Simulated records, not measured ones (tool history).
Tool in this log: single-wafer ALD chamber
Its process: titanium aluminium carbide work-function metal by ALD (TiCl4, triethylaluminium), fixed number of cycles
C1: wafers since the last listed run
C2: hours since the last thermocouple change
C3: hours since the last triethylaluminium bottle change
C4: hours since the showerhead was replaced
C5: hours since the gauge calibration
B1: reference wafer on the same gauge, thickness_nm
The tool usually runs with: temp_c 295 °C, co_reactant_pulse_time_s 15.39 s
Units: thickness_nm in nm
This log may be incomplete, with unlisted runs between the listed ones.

{"run": 1, "day": 0.0, "temp_c": 295, "co_reactant_pulse_time_s": 13.17, "C1": 0, "C2": 2913.0, "C3": 603.1, "C4": 2692.9, "C5": 159.3, "B1": 1.818, "thickness_nm": 1.811}
{"run": 2, "day": 0.988, "temp_c": 295, "co_reactant_pulse_time_s": 15.39, "C1": 127, "C2": 2936.7, "C3": 626.8, "C4": 2716.6, "C5": 183.0, "B1": 1.82, "thickness_nm": 1.811}
{"run": 3, "day": 2.304, "temp_c": 295, "co_reactant_pulse_time_s": 15.39, "C1": 170, "C2": 2968.3, "C3": 658.4, "C4": 2748.2, "C5": 214.6, "B1": 1.818, "thickness_nm": 1.817}
{"day": 2.938, "done": "triethylaluminium bottle replaced"}
{"run": 4, "day": 2.979, "temp_c": 295, "co_reactant_pulse_time_s": 15.39, "C1": 44, "C2": 2984.5, "C3": 1.0, "C4": 2764.4, "C5": 230.8, "B1": 1.819, "thickness_nm": 1.815}
{"run": 5, "day": 3.612, "temp_c": 295, "co_reactant_pulse_time_s": 15.39, "C1": 82, "C2": 2999.7, "C3": 16.2, "C4": 2779.6, "C5": 246.0, "B1": 1.821, "thickness_nm": 1.827}
{"run": 6, "day": 4.338, "temp_c": 295, "co_reactant_pulse_time_s": 15.39, "C1": 93, "C2": 3017.1, "C3": 33.6, "C4": 2797.0, "C5": 263.4, "B1": 1.819, "thickness_nm": 1.828}
{"run": 7, "day": 4.629, "temp_c": 295, "co_reactant_pulse_time_s": 15.39, "C1": 37, "C2": 3024.1, "C3": 40.6, "C4": 2804.0, "C5": 270.4, "B1": 1.821, "thickness_nm": 1.815}
{"run": 8, "day": 5.079, "temp_c": 295, "co_reactant_pulse_time_s": 15.39, "C1": 58, "C2": 3034.9, "C3": 51.4, "C4": 2814.8, "C5": 281.2, "B1": 1.819, "thickness_nm": 1.824}
{"day": 5.108, "done": "gauge calibrated"}
{"run": 9, "day": 5.375, "temp_c": 295, "co_reactant_pulse_time_s": 15.39, "C1": 38, "C2": 3042.0, "C3": 58.5, "C4": 2821.9, "C5": 6.4, "B1": 1.821, "thickness_nm": 1.821}
{"run": 10, "day": 5.638, "temp_c": 291, "co_reactant_pulse_time_s": 15.39, "C1": 34, "C2": 3048.3, "C3": 64.8, "C4": 2828.2, "C5": 12.7, "B1": 1.819, "thickness_nm": 1.799}
{"day": 6.188, "done": "showerhead replaced"}
{"run": 11, "day": 6.208, "temp_c": 295, "co_reactant_pulse_time_s": 15.39, "C1": 30, "C2": 3062.0, "C3": 78.5, "C4": 0.5, "C5": 26.4, "B1": 1.82, "thickness_nm": 1.821}
{"run": 12, "day": 6.45, "temp_c": 285, "co_reactant_pulse_time_s": 17.07, "C1": 31, "C2": 3067.8, "C3": 84.3, "C4": 6.3, "C5": 32.2, "B1": 1.82, "thickness_nm": 1.729}
{"day": 7.096, "done": "thermocouple changed; heater temperature recalibrated"}
{"run": 13, "day": 7.117, "temp_c": 306, "co_reactant_pulse_time_s": 12.32, "C1": 43, "C2": 0.5, "C3": 100.3, "C4": 22.3, "C5": 48.2, "B1": 1.823, "thickness_nm": 1.906}
{"run": 14, "day": 7.296, "temp_c": 295, "co_reactant_pulse_time_s": 15.39, "C1": 23, "C2": 4.8, "C3": 104.6, "C4": 26.6, "C5": 52.5, "B1": 1.821, "thickness_nm": 1.817}
{"run": 15, "day": 7.846, "temp_c": 281, "co_reactant_pulse_time_s": 15.39, "C1": 71, "C2": 18.0, "C3": 117.8, "C4": 39.8, "C5": 65.7, "B1": 1.819, "thickness_nm": 1.696}
{"run": 16, "day": 8.212, "temp_c": 295, "co_reactant_pulse_time_s": 20.52, "C1": 47, "C2": 26.8, "C3": 126.6, "C4": 48.6, "C5": 74.5, "B1": 1.82, "thickness_nm": 1.827}
{"run": 17, "day": 8.858, "temp_c": 295, "co_reactant_pulse_time_s": 11.66, "C1": 83, "C2": 42.3, "C3": 142.1, "C4": 64.1, "C5": 90.0, "B1": 1.82, "thickness_nm": 1.81}
{"run": 18, "day": 9.196, "temp_c": 295, "co_reactant_pulse_time_s": 13.64, "C1": 43, "C2": 50.4, "C3": 150.2, "C4": 72.2, "C5": 98.1, "B1": 1.82, "thickness_nm": 1.807}

For each run, what was the tool's unlogged condition?
wafer temperature above the value expected at the setpoint (K): 0 at every run
triethylaluminium dose above that of a fresh bottle (%): 0 at every run
gauge reads high (%): 0 at every run
